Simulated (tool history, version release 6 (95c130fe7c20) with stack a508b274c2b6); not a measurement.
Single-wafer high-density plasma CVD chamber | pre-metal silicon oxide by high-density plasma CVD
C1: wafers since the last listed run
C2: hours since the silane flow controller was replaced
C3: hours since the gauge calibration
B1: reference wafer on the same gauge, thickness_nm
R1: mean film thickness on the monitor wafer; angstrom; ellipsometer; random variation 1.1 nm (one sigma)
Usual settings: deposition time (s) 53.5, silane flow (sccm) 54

Run 1, hour 0.0: usual settings; C1 0; C2 1452.0; C3 753.3; B1 266.809. Result: R1 2936.50 angstrom.
Run 2, hour 96.0: usual settings but deposition time (s) 56.1, silane flow (sccm) 51; C1 1189; C2 1548.0; C3 849.3; B1 267.005. Result: R1 2977.85 angstrom.
Run 3, hour 181.4: usual settings but deposition time (s) 56.1, silane flow (sccm) 51; C1 1058; C2 1633.4; C3 934.7; B1 267.087. Result: R1 2983.86 angstrom.
Run 4, hour 254.3: usual settings; C1 903; C2 1706.3; C3 1007.6; B1 266.839. Result: R1 2947.02 angstrom.
Run 5, hour 317.3: usual settings; C1 780; C2 1769.3; C3 1070.6; B1 266.697. Result: R1 2957.27 angstrom.
Run 6, hour 384.1: usual settings; C1 828; C2 1836.1; C3 1137.4; B1 266.744. Result: R1 2949.63 angstrom.
Run 7, hour 460.3: usual settings; C1 944; C2 1912.3; C3 1213.6; B1 267.138. Result: R1 2967.37 angstrom.
Run 8, hour 513.8: usual settings; C1 663; C2 1965.8; C3 1267.1; B1 266.931. Result: R1 2965.78 angstrom.
Run 9, hour 556.3: usual settings but silane flow (sccm) 61; C1 526; C2 2008.3; C3 1309.6; B1 266.743. Result: R1 3219.34 angstrom.
Run 10, hour 626.1: usual settings but silane flow (sccm) 61; C1 865; C2 2078.1; C3 1379.4; B1 266.814. Result: R1 3207.12 angstrom.
Run 11, hour 671.2: usual settings but silane flow (sccm) 57; C1 559; C2 2123.2; C3 1424.5; B1 267.200. Result: R1 3058.25 angstrom.
Run 12, hour 745.1: usual settings but silane flow (sccm) 57; C1 916; C2 2197.1; C3 1498.4; B1 266.928. Result: R1 3058.77 angstrom.
Run 13, hour 820.7: usual settings but silane flow (sccm) 46; C1 937; C2 2272.7; C3 1574.0; B1 266.885. Result: R1 2676.44 angstrom.
Run 14, hour 903.6: usual settings but deposition time (s) 47.5; C1 1027; C2 2355.6; C3 1656.9; B1 267.185. Result: R1 2618.15 angstrom.
Run 15, hour 1000.7: usual settings but deposition time (s) 46.5; C1 1203; C2 2452.7; C3 1754.0; B1 267.579. Result: R1 2568.22 angstrom.
Run 16, hour 1058.1: usual settings; C1 711; C2 2510.1; C3 1811.4; B1 266.999. Result: R1 2957.85 angstrom.
Run 17, hour 1124.1: usual settings but deposition time (s) 62.9, silane flow (sccm) 60; C1 818; C2 2576.1; C3 1877.4; B1 266.708. Result: R1 3734.84 angstrom.
Run 18, hour 1211.4: usual settings; C1 1082; C2 2663.4; C3 1964.7; B1 266.862. Result: R1 2947.40 angstrom.
Run 19, hour 1297.9: usual settings but silane flow (sccm) 57; C1 1072; C2 2749.9; C3 2051.2; B1 266.784. Result: R1 3061.40 angstrom.
Run 20, hour 1356.8: usual settings but silane flow (sccm) 64; C1 730; C2 2808.8; C3 2110.1; B1 266.903. Result: R1 3321.61 angstrom.
At hour 1368.4: silane flow controller replaced.
Run 21, hour 1420.7: usual settings but deposition time (s) 57.7, silane flow (sccm) 47; C1 692; C2 52.3; C3 2174.0; B1 266.937. Result: R1 2980.11 angstrom.
Run 22, hour 1497.9: usual settings but deposition time (s) 44.4, silane flow (sccm) 57; C1 956; C2 129.5; C3 2251.2; B1 266.893. Result: R1 2600.54 angstrom.
At hour 1514.4: gauge calibrated.
Run 23, hour 1538.7: usual settings but deposition time (s) 47.5; C1 505; C2 170.3; C3 24.3; B1 267.165. Result: R1 2681.12 angstrom.
Run 24, hour 1640.3: usual settings but deposition time (s) 47.1, silane flow (sccm) 46; C1 1259; C2 271.9; C3 125.9; B1 267.300. Result: R1 2412.95 angstrom.
At hour 1745.3: silane flow controller replaced, repeated, since the last time left the tool worse.
Run 25, hour 1745.8: usual settings; C1 1208; C2 0.5; C3 231.4; B1 266.868. Result: R1 2886.13 angstrom.
Run 26, hour 1844.6: usual settings but deposition time (s) 56.6, silane flow (sccm) 46; C1 1224; C2 99.3; C3 330.2; B1 267.202. Result: R1 2784.68 angstrom.
Run 27, hour 1882.6: usual settings but deposition time (s) 46.6, silane flow (sccm) 61; C1 471; C2 137.3; C3 368.2; B1 266.421. Result: R1 2738.05 angstrom.
Run 28, hour 1985.3: usual settings but deposition time (s) 43.4, silane flow (sccm) 57; C1 1273; C2 240.0; C3 470.9; B1 267.135. Result: R1 2443.59 angstrom.
Run 29, hour 2074.3: usual settings; C1 1103; C2 329.0; C3 559.9; B1 267.207. Result: R1 2899.06 angstrom.
Run 30, hour 2162.0: usual settings but deposition time (s) 47.1, silane flow (sccm) 46; C1 1087; C2 416.7; C3 647.6; B1 266.877. Result: R1 2323.48 angstrom.
Run 31, hour 2244.6: usual settings but deposition time (s) 44.6, silane flow (sccm) 60; C1 1023; C2 499.3; C3 730.2; B1 267.008. Result: R1 2614.79 angstrom.

The same runs without the tool's hidden state, with the same run-to-run variation:
The hidden state here: delivered silane flow above the setpoint (%); gauge reads high (%).
run       R1
  1  2881.20
  2  2920.22
  3  2924.83
  4  2887.72
  5  2896.95
  6  2888.66
  7  2905.16
  8  2903.03
  9  3150.75
 10  3138.06
 11  2991.96
 12  2991.81
 13  2617.29
 14  2559.74
 15  2510.34
 16  2890.81
 17  3649.69
 18  2879.70
 19  2990.61
 20  3244.49
 21  2854.73
 22  2487.29
 23  2562.38
 24  2301.95
 25  2882.93
 26  2775.65
 27  2727.06
 28  2429.04
 29  2877.35
 30  2302.85
 31  2588.43

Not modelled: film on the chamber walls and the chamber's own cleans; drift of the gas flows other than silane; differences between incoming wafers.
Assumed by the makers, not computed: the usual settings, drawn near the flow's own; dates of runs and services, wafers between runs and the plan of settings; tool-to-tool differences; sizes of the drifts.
